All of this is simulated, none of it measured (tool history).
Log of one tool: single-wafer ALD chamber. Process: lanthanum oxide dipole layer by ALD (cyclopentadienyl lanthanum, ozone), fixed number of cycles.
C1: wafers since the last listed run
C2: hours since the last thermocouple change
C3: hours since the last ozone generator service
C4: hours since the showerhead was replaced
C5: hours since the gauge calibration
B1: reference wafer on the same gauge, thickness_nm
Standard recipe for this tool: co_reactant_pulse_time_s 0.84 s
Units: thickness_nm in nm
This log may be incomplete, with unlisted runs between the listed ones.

{"run": 1, "hour": 0.0, "co_reactant_pulse_time_s": 0.63, "C1": 0, "C2": 1325.4, "C3": 53, "C4": 4751.1, "C5": 1102.3, "B1": 0.532, "thickness_nm": 0.421}
{"run": 2, "hour": 30.7, "co_reactant_pulse_time_s": 0.63, "C1": 273, "C2": 1356.1, "C3": 83.7, "C4": 4781.8, "C5": 1133, "B1": 0.531, "thickness_nm": 0.42}
{"run": 3, "hour": 100.9, "co_reactant_pulse_time_s": 0.63, "C1": 625, "C2": 1426.3, "C3": 153.9, "C4": 4852, "C5": 1203.2, "B1": 0.53, "thickness_nm": 0.418}
{"hour": 116.6, "done": "gauge calibrated"}
{"run": 4, "hour": 125.1, "co_reactant_pulse_time_s": 0.62, "C1": 215, "C2": 1450.5, "C3": 178.1, "C4": 4876.2, "C5": 8.5, "B1": 0.544, "thickness_nm": 0.426}
{"hour": 183.8, "done": "thermocouple changed; heater temperature recalibrated"}
{"run": 5, "hour": 189.1, "co_reactant_pulse_time_s": 0.64, "C1": 498, "C2": 5.3, "C3": 242.1, "C4": 4940.2, "C5": 72.5, "B1": 0.544, "thickness_nm": 0.433}
{"run": 6, "hour": 258.8, "co_reactant_pulse_time_s": 0.64, "C1": 620, "C2": 75, "C3": 311.8, "C4": 5009.9, "C5": 142.2, "B1": 0.544, "thickness_nm": 0.432}
{"run": 7, "hour": 282.9, "co_reactant_pulse_time_s": 0.84, "C1": 214, "C2": 99.1, "C3": 335.9, "C4": 5034, "C5": 166.3, "B1": 0.544, "thickness_nm": 0.484}
{"run": 8, "hour": 353.7, "co_reactant_pulse_time_s": 0.6, "C1": 630, "C2": 169.9, "C3": 406.7, "C4": 5104.8, "C5": 237.1, "B1": 0.543, "thickness_nm": 0.418}
{"run": 9, "hour": 399.7, "co_reactant_pulse_time_s": 0.6, "C1": 409, "C2": 215.9, "C3": 452.7, "C4": 5150.8, "C5": 283.1, "B1": 0.543, "thickness_nm": 0.419}
{"run": 10, "hour": 573.0, "co_reactant_pulse_time_s": 0.6, "C1": 1543, "C2": 389.2, "C3": 626, "C4": 5324.1, "C5": 456.4, "B1": 0.542, "thickness_nm": 0.418}
{"run": 11, "hour": 608.8, "co_reactant_pulse_time_s": 0.84, "C1": 318, "C2": 425, "C3": 661.8, "C4": 5359.9, "C5": 492.2, "B1": 0.541, "thickness_nm": 0.483}
{"run": 12, "hour": 640.9, "co_reactant_pulse_time_s": 1.09, "C1": 285, "C2": 457.1, "C3": 693.9, "C4": 5392, "C5": 524.3, "B1": 0.542, "thickness_nm": 0.525}
{"run": 13, "hour": 692.3, "co_reactant_pulse_time_s": 1.09, "C1": 457, "C2": 508.5, "C3": 745.3, "C4": 5443.4, "C5": 575.7, "B1": 0.541, "thickness_nm": 0.522}
{"run": 14, "hour": 738.1, "co_reactant_pulse_time_s": 1.09, "C1": 407, "C2": 554.3, "C3": 791.1, "C4": 5489.2, "C5": 621.5, "B1": 0.541, "thickness_nm": 0.524}
{"run": 15, "hour": 767.4, "co_reactant_pulse_time_s": 0.84, "C1": 260, "C2": 583.6, "C3": 820.4, "C4": 5518.5, "C5": 650.8, "B1": 0.54, "thickness_nm": 0.483}
{"run": 16, "hour": 803.1, "co_reactant_pulse_time_s": 0.54, "C1": 317, "C2": 619.3, "C3": 856.1, "C4": 5554.2, "C5": 686.5, "B1": 0.54, "thickness_nm": 0.396}
{"run": 17, "hour": 882.5, "co_reactant_pulse_time_s": 1.15, "C1": 707, "C2": 698.7, "C3": 935.5, "C4": 5633.6, "C5": 765.9, "B1": 0.539, "thickness_nm": 0.528}
{"run": 18, "hour": 932.0, "co_reactant_pulse_time_s": 0.99, "C1": 440, "C2": 748.2, "C3": 985, "C4": 5683.1, "C5": 815.4, "B1": 0.538, "thickness_nm": 0.51}
{"run": 19, "hour": 963.5, "co_reactant_pulse_time_s": 1.08, "C1": 280, "C2": 779.7, "C3": 1016.5, "C4": 5714.6, "C5": 846.9, "B1": 0.538, "thickness_nm": 0.52}
{"run": 20, "hour": 1107.5, "co_reactant_pulse_time_s": 0.96, "C1": 1282, "C2": 923.7, "C3": 1160.5, "C4": 5858.6, "C5": 990.9, "B1": 0.535, "thickness_nm": 0.499}
{"run": 21, "hour": 1162.5, "co_reactant_pulse_time_s": 0.72, "C1": 489, "C2": 978.7, "C3": 1215.5, "C4": 5913.6, "C5": 1045.9, "B1": 0.535, "thickness_nm": 0.447}
{"run": 22, "hour": 1223.8, "co_reactant_pulse_time_s": 1.01, "C1": 546, "C2": 1040, "C3": 1276.8, "C4": 5974.9, "C5": 1107.2, "B1": 0.534, "thickness_nm": 0.504}
{"run": 23, "hour": 1258.7, "co_reactant_pulse_time_s": 1, "C1": 310, "C2": 1074.9, "C3": 1311.7, "C4": 6009.8, "C5": 1142.1, "B1": 0.533, "thickness_nm": 0.504}
{"run": 24, "hour": 1328.0, "co_reactant_pulse_time_s": 0.97, "C1": 617, "C2": 1144.2, "C3": 1381, "C4": 6079.1, "C5": 1211.4, "B1": 0.531, "thickness_nm": 0.498}
{"hour": 1433.4, "done": "gauge calibrated"}
{"run": 25, "hour": 1507.0, "co_reactant_pulse_time_s": 1.12, "C1": 1594, "C2": 1323.2, "C3": 1560, "C4": 6258.1, "C5": 73.6, "B1": 0.542, "thickness_nm": 0.529}
{"hour": 1534.3, "done": "showerhead replaced"}
{"hour": 1624.4, "done": "ozone generator serviced"}
{"hour": 1647.2, "done": "thermocouple changed; heater temperature recalibrated"}
{"run": 26, "hour": 1660.6, "co_reactant_pulse_time_s": 0.73, "C1": 1154, "C2": 13.4, "C3": 36.2, "C4": 126.3, "C5": 227.2, "B1": 0.542, "thickness_nm": 0.457}
{"run": 27, "hour": 1698.2, "co_reactant_pulse_time_s": 1.05, "C1": 334, "C2": 51, "C3": 73.8, "C4": 163.9, "C5": 264.8, "B1": 0.541, "thickness_nm": 0.519}
{"run": 28, "hour": 1727.4, "co_reactant_pulse_time_s": 0.75, "C1": 260, "C2": 80.2, "C3": 103, "C4": 193.1, "C5": 294, "B1": 0.541, "thickness_nm": 0.463}
{"run": 29, "hour": 1758.4, "co_reactant_pulse_time_s": 0.84, "C1": 276, "C2": 111.2, "C3": 134, "C4": 224.1, "C5": 325, "B1": 0.541, "thickness_nm": 0.482}
{"run": 30, "hour": 1892.4, "co_reactant_pulse_time_s": 0.84, "C1": 1193, "C2": 245.2, "C3": 268, "C4": 358.1, "C5": 459, "B1": 0.54, "thickness_nm": 0.484}
{"run": 31, "hour": 1960.8, "co_reactant_pulse_time_s": 0.98, "C1": 609, "C2": 313.6, "C3": 336.4, "C4": 426.5, "C5": 527.4, "B1": 0.539, "thickness_nm": 0.507}
{"run": 32, "hour": 2018.6, "co_reactant_pulse_time_s": 0.84, "C1": 514, "C2": 371.4, "C3": 394.2, "C4": 484.3, "C5": 585.2, "B1": 0.539, "thickness_nm": 0.48}
{"run": 33, "hour": 2052.8, "co_reactant_pulse_time_s": 1.1, "C1": 304, "C2": 405.6, "C3": 428.4, "C4": 518.5, "C5": 619.4, "B1": 0.539, "thickness_nm": 0.524}
{"run": 34, "hour": 2119.5, "co_reactant_pulse_time_s": 1.02, "C1": 594, "C2": 472.3, "C3": 495.1, "C4": 585.2, "C5": 686.1, "B1": 0.539, "thickness_nm": 0.511}

Had the tool no unlogged condition, and each run kept its random variation, what would the results have been?
The tool's hidden condition here consists of: wafer temperature above the value expected at the setpoint (K); ozone dose above that of a generator just serviced (%); gauge reads high (%).
run=1 thickness_nm=0.429
run=2 thickness_nm=0.429
run=3 thickness_nm=0.428
run=4 thickness_nm=0.425
run=5 thickness_nm=0.433
run=6 thickness_nm=0.431
run=7 thickness_nm=0.484
run=8 thickness_nm=0.418
run=9 thickness_nm=0.419
run=10 thickness_nm=0.419
run=11 thickness_nm=0.484
run=12 thickness_nm=0.526
run=13 thickness_nm=0.524
run=14 thickness_nm=0.526
run=15 thickness_nm=0.486
run=16 thickness_nm=0.399
run=17 thickness_nm=0.533
run=18 thickness_nm=0.514
run=19 thickness_nm=0.526
run=20 thickness_nm=0.506
run=21 thickness_nm=0.454
run=22 thickness_nm=0.513
run=23 thickness_nm=0.514
run=24 thickness_nm=0.509
run=25 thickness_nm=0.53
run=26 thickness_nm=0.458
run=27 thickness_nm=0.52
run=28 thickness_nm=0.464
run=29 thickness_nm=0.484
run=30 thickness_nm=0.486
run=31 thickness_nm=0.51
run=32 thickness_nm=0.484
run=33 thickness_nm=0.528
run=34 thickness_nm=0.515
